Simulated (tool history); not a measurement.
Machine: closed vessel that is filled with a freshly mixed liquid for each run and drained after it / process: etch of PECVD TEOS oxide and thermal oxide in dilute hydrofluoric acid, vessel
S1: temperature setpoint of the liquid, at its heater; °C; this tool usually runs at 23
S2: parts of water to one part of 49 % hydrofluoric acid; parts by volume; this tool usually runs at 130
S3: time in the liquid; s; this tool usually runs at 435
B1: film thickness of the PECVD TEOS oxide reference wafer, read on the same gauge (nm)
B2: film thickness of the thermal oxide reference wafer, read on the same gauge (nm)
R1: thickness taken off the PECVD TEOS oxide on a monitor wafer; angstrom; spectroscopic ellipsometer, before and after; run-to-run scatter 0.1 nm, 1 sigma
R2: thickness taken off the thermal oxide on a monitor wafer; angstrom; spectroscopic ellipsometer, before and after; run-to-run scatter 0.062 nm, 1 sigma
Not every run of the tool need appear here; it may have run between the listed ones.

Run 1, day 0: usual settings but S2 95 parts by volume; B1 50.5; B2 121.27. Result: R1 489.9 angstrom, R2 200.4 angstrom.
Run 2, day 1.204: usual settings; B1 50.6; B2 121.29. Result: R1 342.5 angstrom, R2 140 angstrom.
Run 3, day 3.225: usual settings; B1 50.63; B2 121.37. Result: R1 343.3 angstrom, R2 141.2 angstrom.
Run 4, day 6.212: usual settings; B1 50.6; B2 121.47. Result: R1 344.7 angstrom, R2 140.8 angstrom.
Run 5, day 8.958: usual settings; B1 50.63; B2 121.5. Result: R1 345 angstrom, R2 139.8 angstrom.
Run 6, day 10.604: usual settings; B1 50.61; B2 121.57. Result: R1 345.4 angstrom, R2 140 angstrom.
Run 7, day 12.45: usual settings but S1 25.5 °C; B1 50.66; B2 121.56. Result: R1 380.5 angstrom, R2 155.3 angstrom.
Run 8, day 13.554: usual settings but S1 25.5 °C; B1 50.68; B2 121.62. Result: R1 379.2 angstrom, R2 155.1 angstrom.
Run 9, day 16.417: usual settings but S1 25.5 °C; B1 50.72; B2 121.69. Result: R1 376.7 angstrom, R2 155.8 angstrom.
Run 10, day 18.404: usual settings but S2 85 parts by volume; B1 50.71; B2 121.71. Result: R1 554.7 angstrom, R2 228.3 angstrom.
Run 11, day 20.246: usual settings but S2 85 parts by volume; B1 50.69; B2 121.72. Result: R1 558.7 angstrom, R2 226.5 angstrom.
At day 21.6: hydrofluoric acid flow meter replaced.
Run 12, day 22.75: usual settings but S1 20 °C, S2 170 parts by volume, S3 500 s; B1 50.72; B2 121.73. Result: R1 258.5 angstrom, R2 105.3 angstrom.
At day 23.162: thermometer replaced.
Run 13, day 24.979: usual settings but S1 20.5 °C, S2 75 parts by volume, S3 685 s; B1 50.71; B2 121.77. Result: R1 908.3 angstrom, R2 370.7 angstrom.
Run 14, day 27.425: usual settings but S2 70 parts by volume, S3 520 s; B1 50.76; B2 121.77. Result: R1 823.1 angstrom, R2 334.5 angstrom.
Run 15, day 29.038: usual settings but S2 70 parts by volume, S3 520 s; B1 50.74; B2 121.79. Result: R1 820.7 angstrom, R2 337.7 angstrom.
Run 16, day 31.229: usual settings but S1 18 °C, S2 100 parts by volume, S3 275 s; B1 50.79; B2 121.8. Result: R1 238.8 angstrom, R2 97.7 angstrom.
Run 17, day 33.167: usual settings but S2 95 parts by volume; B1 50.74; B2 121.79. Result: R1 489.6 angstrom, R2 199.6 angstrom.
At day 34.546: gauge calibrated.
Run 18, day 34.771: usual settings; B1 50.11; B2 120.28. Result: R1 340.1 angstrom, R2 138.5 angstrom.
Run 19, day 39.104: usual settings but S1 25.5 °C, S2 95 parts by volume, S3 605 s; B1 50.25; B2 120.66. Result: R1 749 angstrom, R2 306 angstrom.
Run 20, day 40.917: usual settings but S1 27.5 °C, S2 90 parts by volume, S3 510 s; B1 50.34; B2 120.74. Result: R1 725.4 angstrom, R2 296.7 angstrom.
Run 21, day 43.617: usual settings but S1 24.5 °C; B1 50.38; B2 120.92. Result: R1 364.6 angstrom, R2 148.4 angstrom.
Run 22, day 45.4: usual settings but S2 80 parts by volume; B1 50.49; B2 121.04. Result: R1 591.4 angstrom, R2 238.3 angstrom.
Run 23, day 47.55: usual settings; B1 50.49; B2 121.12. Result: R1 341.8 angstrom, R2 139.8 angstrom.
Run 24, day 48.821: usual settings; B1 50.51; B2 121.17. Result: R1 342.2 angstrom, R2 140.6 angstrom.
Run 25, day 50.829: usual settings but S1 21 °C, S2 100 parts by volume, S3 640 s; B1 50.53; B2 121.23. Result: R1 628.1 angstrom, R2 254.8 angstrom.

Had the tool no unlogged condition, and each run kept its random variation, what would the results have been?
The hidden state here: liquid colder than its thermometer reads (K); hydrofluoric acid flow above the setpoint (%); gauge reads high (%).
run     R1     R2
  1  484.8  198.3
  2  338.8  138.5
  3  339.4  139.6
  4  340.5  139.1
  5  340.6    138
  6  340.9  138.2
  7  375.5  153.3
  8  374.1  153.1
  9  371.6  153.7
 10    547  225.2
 11  550.8  223.3
 12  254.8  103.8
 13  895.2  365.3
 14  811.1  329.6
 15  808.6  332.8
 16  235.3   96.3
 17  482.4  196.6
 18  339.3  138.2
 19    745  304.4
 20  720.8  294.8
 21  361.8  147.2
 22  586.4  236.3
 23  338.6  138.5
 24  338.9  139.3
 25  621.6  252.1
